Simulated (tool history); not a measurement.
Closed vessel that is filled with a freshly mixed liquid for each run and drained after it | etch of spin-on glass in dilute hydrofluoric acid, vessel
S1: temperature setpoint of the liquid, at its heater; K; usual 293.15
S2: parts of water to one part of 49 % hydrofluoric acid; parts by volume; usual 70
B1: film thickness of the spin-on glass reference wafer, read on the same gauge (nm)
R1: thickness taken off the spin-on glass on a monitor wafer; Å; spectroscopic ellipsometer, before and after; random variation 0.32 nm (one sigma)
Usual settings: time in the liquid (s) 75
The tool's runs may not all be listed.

{"run": 1, "day": 0.0, "S1": 293.15, "S2": 70, "time in the liquid (s)": 75, "B1": 120.04, "R1": 381.5}
{"run": 2, "day": 1.217, "S1": 293.15, "S2": 70, "time in the liquid (s)": 75, "B1": 120.03, "R1": 384.4}
{"run": 3, "day": 2.371, "S1": 293.15, "S2": 85, "time in the liquid (s)": 75, "B1": 120.01, "R1": 307.6}
{"run": 4, "day": 3.646, "S1": 294.65, "S2": 50, "time in the liquid (s)": 75, "B1": 120.0, "R1": 581.4}
{"run": 5, "day": 4.204, "S1": 294.65, "S2": 50, "time in the liquid (s)": 75, "B1": 119.97, "R1": 590.3}
{"run": 6, "day": 5.675, "S1": 294.65, "S2": 50, "time in the liquid (s)": 75, "B1": 120.0, "R1": 593.6}
{"run": 7, "day": 6.592, "S1": 293.15, "S2": 70, "time in the liquid (s)": 75, "B1": 120.02, "R1": 382.9}
{"run": 8, "day": 7.875, "S1": 293.15, "S2": 70, "time in the liquid (s)": 75, "B1": 120.02, "R1": 377.8}
{"run": 9, "day": 8.921, "S1": 293.15, "S2": 70, "time in the liquid (s)": 75, "B1": 120.0, "R1": 376.5}
{"run": 10, "day": 9.542, "S1": 293.15, "S2": 70, "time in the liquid (s)": 75, "B1": 119.98, "R1": 379.9}
{"day": 9.85, "done": "thermometer replaced"}
{"run": 11, "day": 10.738, "S1": 291.15, "S2": 70, "time in the liquid (s)": 75, "B1": 120.0, "R1": 350.4}
{"day": 11.379, "done": "gauge calibrated"}
{"run": 12, "day": 11.979, "S1": 293.15, "S2": 70, "time in the liquid (s)": 75, "B1": 120.02, "R1": 372.8}
{"run": 13, "day": 14.988, "S1": 293.15, "S2": 45, "time in the liquid (s)": 75, "B1": 119.99, "R1": 602.7}
{"run": 14, "day": 16.1, "S1": 293.15, "S2": 70, "time in the liquid (s)": 75, "B1": 120.01, "R1": 375.2}
{"day": 16.538, "done": "hydrofluoric acid flow meter replaced"}
{"run": 15, "day": 17.517, "S1": 295.65, "S2": 90, "time in the liquid (s)": 75, "B1": 119.98, "R1": 373.3}
{"run": 16, "day": 18.812, "S1": 293.15, "S2": 50, "time in the liquid (s)": 55, "B1": 120.0, "R1": 460.6}
{"run": 17, "day": 22.058, "S1": 293.15, "S2": 70, "time in the liquid (s)": 75, "B1": 119.96, "R1": 427.9}
{"run": 18, "day": 23.371, "S1": 293.15, "S2": 70, "time in the liquid (s)": 75, "B1": 120.0, "R1": 432.0}
{"run": 19, "day": 24.317, "S1": 290.15, "S2": 55, "time in the liquid (s)": 75, "B1": 119.99, "R1": 490.8}
{"run": 20, "day": 25.054, "S1": 290.15, "S2": 70, "time in the liquid (s)": 90, "B1": 119.99, "R1": 451.3}
{"run": 21, "day": 25.842, "S1": 290.15, "S2": 40, "time in the liquid (s)": 75, "B1": 120.01, "R1": 684.1}

The same runs without the tool's hidden state, with the same run-to-run variation:
The hidden state here: liquid colder than its thermometer reads (K); hydrofluoric acid flow below the setpoint (%); gauge reads high (%).
run=1 R1=434.6
run=2 R1=438.7
run=3 R1=352.4
run=4 R1=664.4
run=5 R1=675.1
run=6 R1=680.4
run=7 R1=440.8
run=8 R1=435.7
run=9 R1=434.9
run=10 R1=439.3
run=11 R1=405.7
run=12 R1=432.7
run=13 R1=700.1
run=14 R1=438.4
run=15 R1=374.7
run=16 R1=463.2
run=17 R1=432.2
run=18 R1=437.1
run=19 R1=497.3
run=20 R1=457.8
run=21 R1=694.3
